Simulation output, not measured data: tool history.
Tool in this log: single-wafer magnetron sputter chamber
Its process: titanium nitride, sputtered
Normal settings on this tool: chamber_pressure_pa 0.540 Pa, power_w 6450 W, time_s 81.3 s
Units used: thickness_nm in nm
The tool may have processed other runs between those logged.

run	hour	chamber_pressure_pa	power_w	time_s	read-back reference wafer on the same gauge, thickness_nm	thickness_nm
1	0.0	0.540	7650	81.3	73.900	81.929
2	104.4	0.540	6450	81.3	74.037	72.916
# hour 156.5: sputter target and shields replaced
3	201.5	0.653	6450	81.3	74.100	70.208
4	238.6	0.653	6450	81.3	73.948	69.644
# hour 391.6: gauge calibrated
# hour 526.6: sputter target and shields replaced
5	541.2	0.540	6450	81.3	74.072	74.818
# hour 559.7: capacitance manometer re-zeroed and calibrated
6	645.6	0.540	6450	81.3	74.022	75.406
7	715.5	0.540	6450	81.3	74.083	74.901
8	792.1	0.659	5300	75.4	73.993	58.447
9	897.3	0.540	7400	81.3	74.081	81.122
# hour 943.6: magnet pack replaced
10	977.7	0.417	7100	69.6	73.928	71.022
# hour 993.1: sputter target and shields replaced
11	1058.8	0.540	6450	81.3	73.977	75.452
12	1121.6	0.454	6450	89.4	73.990	85.402
13	1199.1	0.649	6900	81.3	74.013	73.394

Run 14 has not been measured yet. What should we expect?
14	1235.8	0.465	5750	90.5	?	?

{"run 14": {"read-back reference wafer on the same gauge, thickness_nm": 73.949, "thickness_nm": 79.269}}
On a tool with no hidden condition, and with the same random variation, this run would have come out at thickness_nm 83.338 nm.

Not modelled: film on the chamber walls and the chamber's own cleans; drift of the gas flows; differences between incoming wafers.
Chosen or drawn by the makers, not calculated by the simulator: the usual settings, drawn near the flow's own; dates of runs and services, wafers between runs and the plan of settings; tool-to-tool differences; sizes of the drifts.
